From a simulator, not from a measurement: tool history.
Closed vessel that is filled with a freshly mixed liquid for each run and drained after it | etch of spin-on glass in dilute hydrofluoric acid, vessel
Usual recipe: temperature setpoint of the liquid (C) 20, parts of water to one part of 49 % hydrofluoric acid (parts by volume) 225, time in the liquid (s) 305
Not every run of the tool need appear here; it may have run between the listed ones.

run,hour,temperature setpoint of the liquid (C),parts of water to one part of 49 % hydrofluoric acid (parts by volume),time in the liquid (s),wafers since the last listed run,hours since the thermometer was replaced,hours since the hydrofluoric acid flow meter was replaced,hours since the gauge calibration,"read-back film thickness of the spin-on glass reference wafer, read on the same gauge (nm)",thickness taken off the spin-on glass on a monitor wafer (angstrom)
1,0,20,225,305,0,2336.1,739.5,453.7,150,373
2,53.9,20,225,305,6189,2390,793.4,507.6,150.02,373.5
3,95.9,20,225,305,4823,2432,835.4,549.6,150.01,373.2
4,246.4,20,225,305,17283,2582.5,985.9,700.1,150.01,378.5
5,311.5,20,225,305,7476,2647.6,1051,765.2,149.99,382.7
6,374.4,20,225,305,7223,2710.5,1113.9,828.1,150.01,388.8
7,431.5,20,225,305,6557,2767.6,1171,885.2,150.01,386.3
8,481.7,20,225,305,5764,2817.8,1221.2,935.4,149.99,386.4
# hour 488.4: gauge calibrated
9,511.7,20,225,395,3445,2847.8,1251.2,23.3,149.97,510.6
# hour 669.4: hydrofluoric acid flow meter replaced
# hour 674.6: thermometer replaced
10,678.2,20,280,220,18891,3.6,8.8,189.8,149.97,183
11,728.4,17.5,180,360,5764,53.8,59,240,149.99,464.6
12,800.3,17,225,465,8256,125.7,130.9,311.9,150,458.5
13,848.3,20,270,420,5512,173.7,178.9,359.9,150,369
14,904.3,23,170,360,6431,229.7,234.9,415.9,150.01,618.1
15,939.2,20,225,305,4007,264.6,269.8,450.8,150.02,332.3
16,1004.3,17,225,360,7476,329.7,334.9,515.9,150.01,359.4
17,1042.8,20,225,305,4421,368.2,373.4,554.4,149.99,342.2
18,1086,20,155,305,4961,411.4,416.6,597.6,150,534.2
19,1114.8,23,225,215,3307,440.2,445.4,626.4,150,271.6

Below are 4 alternative next runs, each starting from the tool's condition after run 19. Predict each:
A,1115.5,20,165,305,80,440.9,446.1,627.1,?,?
B,1115.5,25,300,155,80,440.9,446.1,627.1,?,?
C,1115.5,24.5,300,460,80,440.9,446.1,627.1,?,?
D,1115.5,18.5,115,440,80,440.9,446.1,627.1,?,?

run,"read-back film thickness of the spin-on glass reference wafer, read on the same gauge (nm)",thickness taken off the spin-on glass on a monitor wafer (angstrom)
A,150,497.2
B,150,146
C,150,425.9
D,150,1020
With the hidden condition removed and each run's random variation left untouched, the same runs would have given:
run,thickness taken off the spin-on glass on a monitor wafer (angstrom)
A,470.8
B,138.1
C,402.9
D,966
